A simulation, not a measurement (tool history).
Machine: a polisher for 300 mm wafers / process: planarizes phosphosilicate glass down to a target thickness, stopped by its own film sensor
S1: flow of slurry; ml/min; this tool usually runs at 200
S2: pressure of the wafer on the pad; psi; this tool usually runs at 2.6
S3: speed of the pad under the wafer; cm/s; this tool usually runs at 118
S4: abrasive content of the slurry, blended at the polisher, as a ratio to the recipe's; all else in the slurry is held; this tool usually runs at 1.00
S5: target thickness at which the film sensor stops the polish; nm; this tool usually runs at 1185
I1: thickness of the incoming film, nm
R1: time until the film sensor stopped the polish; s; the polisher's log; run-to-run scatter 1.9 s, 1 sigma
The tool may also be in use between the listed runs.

run 1 hour=0.0 | S1=200 S2=2.6 S3=102 S4=1.00 S5=1185 | I1=1840.7 | R1=109.4
-- hour=7.2 head pressure recalibrated
run 2 hour=63.0 | S1=200 S2=2.6 S3=102 S4=1.00 S5=1185 | I1=1827.3 | R1=112.9
run 3 hour=108.6 | S1=200 S2=2.6 S3=118 S4=1.00 S5=1185 | I1=1849.5 | R1=102.3
run 4 hour=179.2 | S1=200 S2=2.6 S3=118 S4=1.00 S5=1185 | I1=1852.5 | R1=103.3
run 5 hour=243.6 | S1=200 S2=2.6 S3=118 S4=1.00 S5=1185 | I1=1821.0 | R1=103.2
-- hour=257.9 conditioning disc replaced and pad reconditioned
run 6 hour=292.9 | S1=200 S2=2.6 S3=118 S4=1.00 S5=1185 | I1=1855.7 | R1=109.2
-- hour=333.1 worn pad replaced by a new one, of another model than before
run 7 hour=362.1 | S1=200 S2=2.6 S3=118 S4=1.00 S5=1185 | I1=1830.2 | R1=111.2
-- hour=408.6 slurry nozzle cleaned
run 8 hour=415.7 | S1=200 S2=2.6 S3=86 S4=0.80 S5=1185 | I1=1840.8 | R1=119.6
-- hour=430.0 slurry blender recalibrated
run 9 hour=468.0 | S1=200 S2=2.6 S3=118 S4=1.00 S5=1185 | I1=1844.6 | R1=101.3
run 10 hour=492.5 | S1=200 S2=2.6 S3=118 S4=1.00 S5=1185 | I1=1848.9 | R1=98.6
run 11 hour=528.8 | S1=200 S2=2.6 S3=118 S4=1.00 S5=1249 | I1=1865.1 | R1=94.0
-- hour=644.0 head pressure recalibrated
-- hour=675.3 conditioning disc replaced and pad reconditioned
run 12 hour=693.2 | S1=200 S2=2.6 S3=118 S4=0.80 S5=1374 | I1=1836.4 | R1=77.7
run 13 hour=738.6 | S1=200 S2=2.6 S3=118 S4=1.00 S5=1185 | I1=1817.1 | R1=96.7
-- hour=742.6 worn pad replaced by a new one
run 14 hour=803.2 | S1=235 S2=3.3 S3=118 S4=1.00 S5=1185 | I1=1867.6 | R1=94.5
run 15 hour=832.4 | S1=200 S2=2.8 S3=118 S4=0.85 S5=1185 | I1=1831.9 | R1=101.8
run 16 hour=889.5 | S1=255 S2=3.5 S3=148 S4=1.00 S5=1366 | I1=1804.2 | R1=49.3
-- hour=924.9 slurry blender recalibrated
run 17 hour=978.2 | S1=200 S2=2.6 S3=118 S4=1.00 S5=1185 | I1=1861.2 | R1=110.4
-- hour=1007.7 slurry nozzle cleaned
run 18 hour=1043.4 | S1=200 S2=1.9 S3=156 S4=1.00 S5=1185 | I1=1847.0 | R1=106.9
run 19 hour=1111.0 | S1=145 S2=2.6 S3=104 S4=1.00 S5=1362 | I1=1803.5 | R1=74.6
-- hour=1125.1 conditioning disc replaced and pad reconditioned
-- hour=1136.4 worn pad replaced by a new one
run 20 hour=1154.3 | S1=200 S2=2.2 S3=154 S4=0.85 S5=1185 | I1=1863.9 | R1=102.7
run 21 hour=1220.7 | S1=255 S2=2.6 S3=118 S4=1.00 S5=1305 | I1=1828.6 | R1=76.0
run 22 hour=1251.6 | S1=200 S2=2.6 S3=118 S4=1.00 S5=1185 | I1=1832.2 | R1=97.5
run 23 hour=1292.9 | S1=200 S2=2.6 S3=90 S4=1.00 S5=1002 | I1=1866.0 | R1=149.8
-- hour=1321.1 head pressure recalibrated
run 24 hour=1407.2 | S1=160 S2=2.6 S3=118 S4=0.85 S5=1185 | I1=1882.7 | R1=120.8

Consider 5 possible next runs. They are alternatives, not a sequence: every one starts from the tool as it was left by run 24. What does each give?
run A hour=1407.6 | S1=200 S2=2.6 S3=118 S4=1.00 S5=1185 | I1=1820.0 | R1=?
run B hour=1407.6 | S1=220 S2=3.1 S3=118 S4=1.00 S5=1185 | I1=1820.0 | R1=?
run C hour=1407.6 | S1=200 S2=2.6 S3=118 S4=1.30 S5=1185 | I1=1820.0 | R1=?
run D hour=1407.6 | S1=230 S2=2.6 S3=80 S4=1.00 S5=1185 | I1=1820.0 | R1=?
run E hour=1407.6 | S1=165 S2=2.6 S3=130 S4=0.70 S5=969 | I1=1820.0 | R1=?

run=A R1=101.7
run=B R1=89.9
run=C R1=95.6
run=D R1=114.8
run=E R1=147.5
What these runs would have given with no unlogged condition in the tool:
run=A R1=97.5
run=B R1=86.5
run=C R1=91.7
run=D R1=110.7
run=E R1=140.0
